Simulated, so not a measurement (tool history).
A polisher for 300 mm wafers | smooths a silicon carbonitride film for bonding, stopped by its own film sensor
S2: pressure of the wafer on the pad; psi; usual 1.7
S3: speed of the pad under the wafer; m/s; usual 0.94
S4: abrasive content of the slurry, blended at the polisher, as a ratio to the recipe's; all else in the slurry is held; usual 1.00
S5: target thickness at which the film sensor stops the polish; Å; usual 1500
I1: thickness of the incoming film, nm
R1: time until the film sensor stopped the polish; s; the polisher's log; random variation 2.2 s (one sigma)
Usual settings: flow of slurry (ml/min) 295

{"run": 1, "hour": 0.0, "flow of slurry (ml/min)": 295, "S2": 1.7, "S3": 0.94, "S4": 1.0, "S5": 1500, "I1": 181.5, "R1": 157.1}
{"hour": 1.8, "done": "slurry blender recalibrated"}
{"hour": 33.3, "done": "head pressure recalibrated"}
{"run": 2, "hour": 42.0, "flow of slurry (ml/min)": 295, "S2": 1.7, "S3": 0.94, "S4": 1.0, "S5": 1500, "I1": 181.2, "R1": 168.5}
{"run": 3, "hour": 101.4, "flow of slurry (ml/min)": 295, "S2": 1.7, "S3": 0.94, "S4": 1.0, "S5": 1500, "I1": 179.2, "R1": 159.9}
{"hour": 115.7, "done": "slurry nozzle cleaned"}
{"run": 4, "hour": 161.9, "flow of slurry (ml/min)": 295, "S2": 1.7, "S3": 0.94, "S4": 1.0, "S5": 1500, "I1": 182.2, "R1": 181.2}
{"hour": 179.3, "done": "worn pad replaced by a new one"}
{"run": 5, "hour": 235.8, "flow of slurry (ml/min)": 295, "S2": 1.7, "S3": 0.94, "S4": 1.0, "S5": 1500, "I1": 179.7, "R1": 149.8}
{"hour": 272.5, "done": "slurry blender recalibrated"}
{"run": 6, "hour": 291.8, "flow of slurry (ml/min)": 295, "S2": 1.9, "S3": 0.94, "S4": 1.15, "S5": 1500, "I1": 180.6, "R1": 136.1}
{"hour": 322.2, "done": "head pressure recalibrated"}
{"run": 7, "hour": 362.3, "flow of slurry (ml/min)": 295, "S2": 1.7, "S3": 0.94, "S4": 1.0, "S5": 1500, "I1": 179.8, "R1": 166.1}
{"run": 8, "hour": 423.5, "flow of slurry (ml/min)": 295, "S2": 1.7, "S3": 0.94, "S4": 1.0, "S5": 1500, "I1": 182.2, "R1": 186.2}
{"hour": 429.3, "done": "worn pad replaced by a new one"}
{"run": 9, "hour": 491.0, "flow of slurry (ml/min)": 295, "S2": 1.7, "S3": 0.94, "S4": 1.0, "S5": 1400, "I1": 176.8, "R1": 195.4}
{"hour": 551.3, "done": "slurry blender recalibrated"}
{"run": 10, "hour": 565.1, "flow of slurry (ml/min)": 330, "S2": 2.3, "S3": 0.94, "S4": 1.1, "S5": 1500, "I1": 177.1, "R1": 105.6}
{"hour": 611.3, "done": "head pressure recalibrated"}
{"run": 11, "hour": 627.9, "flow of slurry (ml/min)": 295, "S2": 1.7, "S3": 1.16, "S4": 1.0, "S5": 1500, "I1": 178.2, "R1": 133.2}
{"hour": 675.9, "done": "worn pad replaced by a new one"}
{"run": 12, "hour": 710.1, "flow of slurry (ml/min)": 295, "S2": 1.7, "S3": 0.94, "S4": 1.0, "S5": 1500, "I1": 181.3, "R1": 158.5}
{"hour": 728.5, "done": "slurry nozzle cleaned"}
{"hour": 801.4, "done": "slurry blender recalibrated"}
{"run": 13, "hour": 805.5, "flow of slurry (ml/min)": 295, "S2": 1.7, "S3": 0.94, "S4": 1.0, "S5": 1500, "I1": 177.3, "R1": 141.2}
{"run": 14, "hour": 853.7, "flow of slurry (ml/min)": 270, "S2": 1.7, "S3": 0.94, "S4": 0.8, "S5": 1550, "I1": 180.8, "R1": 155.8}

Run 15 comes next. What will it give?
{"run": 15, "hour": 896.3, "flow of slurry (ml/min)": 340, "S2": 2.0, "S3": 0.94, "S4": 1.0, "S5": 1500, "I1": 181.4, "R1": "?"}

R1: 149.7 s
Without the tool's hidden state the same run would have given R1 152.2 s.
